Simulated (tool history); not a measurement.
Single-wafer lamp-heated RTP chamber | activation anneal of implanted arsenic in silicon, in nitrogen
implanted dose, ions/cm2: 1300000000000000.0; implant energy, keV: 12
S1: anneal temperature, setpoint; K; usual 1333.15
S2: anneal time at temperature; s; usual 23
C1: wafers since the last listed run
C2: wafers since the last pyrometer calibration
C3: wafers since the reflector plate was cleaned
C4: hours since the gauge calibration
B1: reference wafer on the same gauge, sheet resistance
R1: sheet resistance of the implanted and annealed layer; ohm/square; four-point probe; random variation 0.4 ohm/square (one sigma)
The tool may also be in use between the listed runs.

Run 1, hour 0: usual settings; C1 0; C2 790; C3 790; C4 731.8; B1 83.07. Result: R1 93.91 ohm/square.
Run 2, hour 27.8: usual settings; C1 580; C2 1370; C3 1370; C4 759.6; B1 82.91. Result: R1 94.38 ohm/square.
Run 3, hour 58.9: usual settings but S2 12 s; C1 649; C2 2020; C3 2020; C4 790.7; B1 83.15. Result: R1 103.36 ohm/square.
Run 4, hour 89.5: usual settings but S2 12 s; C1 638; C2 2658; C3 2658; C4 821.3; B1 83.12. Result: R1 103.98 ohm/square.
Run 5, hour 105.9: usual settings but S2 12 s; C1 342; C2 3001; C3 3001; C4 837.7; B1 83.27. Result: R1 103.4 ohm/square.
Run 6, hour 127.3: usual settings; C1 446; C2 3447; C3 3447; C4 859.1; B1 83.15. Result: R1 93.89 ohm/square.
Run 7, hour 157: usual settings but S2 29 s; C1 619; C2 4067; C3 4067; C4 888.8; B1 83.09. Result: R1 91.04 ohm/square.
Run 8, hour 178.5: usual settings but S2 29 s; C1 448; C2 4516; C3 4516; C4 910.3; B1 83.17. Result: R1 89.93 ohm/square.
At hour 189.4: pyrometer window cleaned and pyrometer calibrated.
Run 9, hour 200.5: usual settings but S2 29 s; C1 292; C2 231; C3 4809; C4 932.3; B1 83.18. Result: R1 90.63 ohm/square.
Run 10, hour 227.5: usual settings; C1 563; C2 794; C3 5372; C4 959.3; B1 82.98. Result: R1 92.39 ohm/square.
Run 11, hour 259.8: usual settings; C1 674; C2 1468; C3 6046; C4 991.6; B1 83.26. Result: R1 92.21 ohm/square.
Run 12, hour 285.7: usual settings but S1 1315.15 K; C1 540; C2 2009; C3 6587; C4 1017.5; B1 83.22. Result: R1 97.29 ohm/square.
At hour 299.3: reflector plate cleaned.
Run 13, hour 319.3: usual settings but S1 1315.15 K; C1 534; C2 2544; C3 417; C4 1051.1; B1 83. Result: R1 100.51 ohm/square.
Run 14, hour 341.6: usual settings but S1 1315.15 K; C1 465; C2 3009; C3 882; C4 1073.4; B1 83.12. Result: R1 100.07 ohm/square.
Run 15, hour 358.4: usual settings; C1 350; C2 3360; C3 1233; C4 1090.2; B1 83.05. Result: R1 94.3 ohm/square.
Run 16, hour 378.2: usual settings but S1 1325.15 K, S2 36 s; C1 413; C2 3773; C3 1646; C4 1110; B1 83. Result: R1 90.59 ohm/square.
At hour 400.2: pyrometer window cleaned and pyrometer calibrated.
At hour 405.3: gauge calibrated.
Run 17, hour 409.8: usual settings but S1 1311.15 K, S2 18 s; C1 492; C2 201; C3 2139; C4 4.5; B1 83.08. Result: R1 105.92 ohm/square.
Run 18, hour 427.3: usual settings but S2 27 s; C1 365; C2 566; C3 2504; C4 22; B1 83.21. Result: R1 91.59 ohm/square.
Run 19, hour 458: usual settings but S1 1319.15 K, S2 32 s; C1 640; C2 1207; C3 3145; C4 52.7; B1 82.98. Result: R1 94.35 ohm/square.
Run 20, hour 534.8: usual settings; C1 1603; C2 2810; C3 4748; C4 129.5; B1 83.1. Result: R1 92.6 ohm/square.
Run 21, hour 565.2: usual settings but S1 1359.15 K, S2 29 s; C1 634; C2 3445; C3 5383; C4 159.9; B1 83.03. Result: R1 82.78 ohm/square.
At hour 573.7: reflector plate cleaned.
Run 22, hour 590.8: usual settings but S2 14 s; C1 367; C2 3812; C3 357; C4 185.5; B1 83. Result: R1 101.56 ohm/square.
At hour 608.9: pyrometer window cleaned and pyrometer calibrated.
Run 23, hour 613.2: usual settings but S1 1310.15 K; C1 300; C2 90; C3 657; C4 207.9; B1 82.93. Result: R1 102.85 ohm/square.
Run 24, hour 670.2: usual settings but S1 1352.15 K; C1 1189; C2 1280; C3 1847; C4 264.9; B1 83.18. Result: R1 88.53 ohm/square.
Run 25, hour 688.4: usual settings but S1 1341.15 K, S2 11 s; C1 379; C2 1660; C3 2227; C4 283.1; B1 82.95. Result: R1 102.31 ohm/square.
Run 26, hour 721.8: usual settings but S1 1307.15 K; C1 697; C2 2357; C3 2924; C4 316.5; B1 83.08. Result: R1 103.06 ohm/square.
Run 27, hour 751.9: usual settings; C1 628; C2 2985; C3 3553; C4 346.6; B1 83.17. Result: R1 92.79 ohm/square.
Run 28, hour 768.1: usual settings but S1 1315.15 K, S2 18 s; C1 338; C2 3323; C3 3891; C4 362.8; B1 83.12. Result: R1 103.9 ohm/square.
Run 29, hour 793.1: usual settings; C1 521; C2 3845; C3 4413; C4 387.8; B1 82.97. Result: R1 93.06 ohm/square.
Run 30, hour 822.1: usual settings but S1 1309.15 K, S2 11 s; C1 605; C2 4451; C3 5018; C4 416.8; B1 83. Result: R1 114.38 ohm/square.
Run 31, hour 839.6: usual settings but S1 1360.15 K; C1 365; C2 4816; C3 5384; C4 434.3; B1 83.09. Result: R1 85.29 ohm/square.
At hour 858.7: pyrometer window cleaned and pyrometer calibrated.
Run 32, hour 860.9: usual settings; C1 277; C2 44; C3 5661; C4 455.6; B1 82.99. Result: R1 91.31 ohm/square.
At hour 877.6: reflector plate cleaned.
Run 33, hour 889.7: usual settings but S2 16 s; C1 434; C2 479; C3 252; C4 484.4; B1 83.31. Result: R1 99.86 ohm/square.
Run 34, hour 910.6: usual settings but S1 1342.15 K, S2 34 s; C1 436; C2 915; C3 688; C4 505.3; B1 83.06. Result: R1 86.64 ohm/square.
Run 35, hour 931.2: usual settings but S1 1343.15 K; C1 430; C2 1345; C3 1118; C4 525.9; B1 83.09. Result: R1 90.18 ohm/square.
Run 36, hour 958.9: usual settings but S1 1322.15 K, S2 13 s; C1 578; C2 1923; C3 1697; C4 553.6; B1 83. Result: R1 106.63 ohm/square.
Run 37, hour 994.5: usual settings but S1 1346.15 K, S2 28 s; C1 743; C2 2666; C3 2440; C4 589.2; B1 83.27. Result: R1 87.17 ohm/square.

Some steps in R1 between neighbouring runs. How much of each would the tool show without its hidden state too (settings, what came in, random variation), and how much is left for the hidden state, with any gauge scatter that isn't in both results?
The hidden state here: true wafer temperature minus pyrometer reading, K; wafer temperature error from the tarnished reflector plate, K; gauge reads high (%).
Run 12 -> 13: reflector plate cleaned. R1 +3.22 ohm/square: hidden state +2.93, all else +0.29.
Run 29 -> 30: S1 1333.15 -> 1309.15, S2 23 -> 11. R1 +21.32 ohm/square: hidden state -1.64, all else +22.96.
Run 30 -> 31: S1 1309.15 -> 1360.15, S2 11 -> 23. R1 -29.09 ohm/square: hidden state +1.6, all else -30.69.
Run 32 -> 33: S2 23 -> 16, reflector plate cleaned. R1 +8.55 ohm/square: hidden state +1.63, all else +6.92.
Run 36 -> 37: S1 1322.15 -> 1346.15, S2 13 -> 28. R1 -19.46 ohm/square: hidden state +0.28, all else -19.74.
